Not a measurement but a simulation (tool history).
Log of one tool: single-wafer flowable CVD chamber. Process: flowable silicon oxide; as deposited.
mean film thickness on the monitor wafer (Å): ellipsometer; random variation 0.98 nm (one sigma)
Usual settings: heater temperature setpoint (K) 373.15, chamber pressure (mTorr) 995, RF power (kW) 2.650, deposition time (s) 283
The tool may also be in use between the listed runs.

run,day,heater temperature setpoint (K),chamber pressure (mTorr),RF power (kW),deposition time (s),wafers since the last listed run,hours since the last thermocouple change,hours since the last RF generator calibration,hours since the last manometer calibration,hours since the showerhead was replaced,hours since the gauge calibration,"read-back reference wafer on the same gauge, thickness_nm",mean film thickness on the monitor wafer (Å)
1,0.000,373.15,995,2.650,283,0,1101.6,1082.7,1639.5,6676.3,127.6,171.099,2208.24
# day 1.462: thermocouple changed; heater temperature recalibrated
2,1.483,373.15,995,2.650,283,97,0.5,1118.3,1675.1,6711.9,163.2,170.987,2064.37
3,4.142,373.15,995,2.650,283,224,64.3,1182.1,1738.9,6775.7,227.0,171.146,2090.75
4,6.350,373.15,995,2.650,283,186,117.3,1235.1,1791.9,6828.7,280.0,171.281,2090.73
5,7.958,373.15,1078,2.650,254,135,155.9,1273.7,1830.5,6867.3,318.6,170.816,2042.12
6,10.958,373.15,995,2.945,283,253,227.9,1345.7,1902.5,6939.3,390.6,171.137,2146.75
# day 15.688: RF generator calibrated
7,16.725,367.15,995,2.170,283,459,366.3,24.9,2040.9,7077.7,529.0,170.828,2551.01
8,18.625,364.15,995,2.990,283,160,411.9,70.5,2086.5,7123.3,574.6,171.048,3045.03
9,21.038,382.15,786,3.110,253,203,469.8,128.4,2144.4,7181.2,632.5,171.389,1133.70
10,22.692,373.15,995,2.650,283,139,509.5,168.1,2184.1,7220.9,672.2,171.437,2163.23
11,24.462,373.15,995,2.245,249,149,552.0,210.6,2226.6,7263.4,714.7,171.042,1826.64
12,25.892,365.15,891,2.405,325,120,586.3,244.9,2260.9,7297.7,749.0,170.862,2991.62
13,28.471,373.15,995,2.650,283,217,648.2,306.8,2322.8,7359.6,810.9,170.842,2188.78
# day 30.400: capacitance manometer re-zeroed and calibrated
14,30.421,373.15,1211,2.650,329,136,695.0,353.6,0.5,7406.4,857.7,171.172,3004.90
15,31.604,386.15,777,3.145,256,99,723.4,382.0,28.9,7434.8,886.1,170.867,984.61
16,34.192,373.15,995,2.650,298,218,785.5,444.1,91.0,7496.9,948.2,171.188,2274.33
17,36.658,373.15,995,2.650,283,208,844.7,503.3,150.2,7556.1,1007.4,171.097,2171.23
# day 37.267: showerhead replaced
18,38.846,373.15,906,2.515,283,156,897.2,555.8,202.7,37.9,1059.9,170.877,1985.12
19,40.446,373.15,995,2.225,260,135,935.6,594.2,241.1,76.3,1098.3,171.312,1935.24
20,43.346,387.15,995,2.930,259,245,1005.2,663.8,310.7,145.9,1167.9,171.004,1217.75
21,45.008,367.15,823,2.915,327,140,1045.1,703.7,350.6,185.8,1207.8,170.760,2698.82
22,47.029,373.15,995,2.960,244,170,1093.6,752.2,399.1,234.3,1256.3,170.736,1913.87
23,49.925,384.15,995,3.115,317,244,1163.1,821.7,468.6,303.8,1325.8,171.189,1656.90
24,51.117,373.15,995,2.650,283,100,1191.7,850.3,497.2,332.4,1354.4,170.890,2193.99
25,53.833,373.15,995,2.390,283,229,1256.9,915.5,562.4,397.6,1419.6,171.056,2157.05
26,55.308,373.15,1079,2.650,254,124,1292.3,950.9,597.8,433.0,1455.0,171.143,2125.88
27,57.079,373.15,1113,2.885,283,149,1334.8,993.4,640.3,475.5,1497.5,170.983,2479.71

5 ways to go on from here, each from the tool as it stands after run 27. What would each give?
A,57.100,373.15,995,2.650,283,1,1335.3,993.9,640.8,476.0,1498.0,?,?
B,57.100,387.15,1131,3.030,323,1,1335.3,993.9,640.8,476.0,1498.0,?,?
C,57.100,369.15,995,2.650,256,1,1335.3,993.9,640.8,476.0,1498.0,?,?
D,57.100,385.15,995,2.795,283,1,1335.3,993.9,640.8,476.0,1498.0,?,?
E,57.100,373.15,902,2.370,314,1,1335.3,993.9,640.8,476.0,1498.0,?,?

run,"read-back reference wafer on the same gauge, thickness_nm",mean film thickness on the monitor wafer (Å)
A,171.119,2198.91
B,171.119,1703.04
C,171.119,2311.37
D,171.119,1411.63
E,171.119,2177.65
Without the tool's hidden state the same runs would have given:
run,mean film thickness on the monitor wafer (Å)
A,2097.01
B,1627.93
C,2201.65
D,1348.65
E,2076.73

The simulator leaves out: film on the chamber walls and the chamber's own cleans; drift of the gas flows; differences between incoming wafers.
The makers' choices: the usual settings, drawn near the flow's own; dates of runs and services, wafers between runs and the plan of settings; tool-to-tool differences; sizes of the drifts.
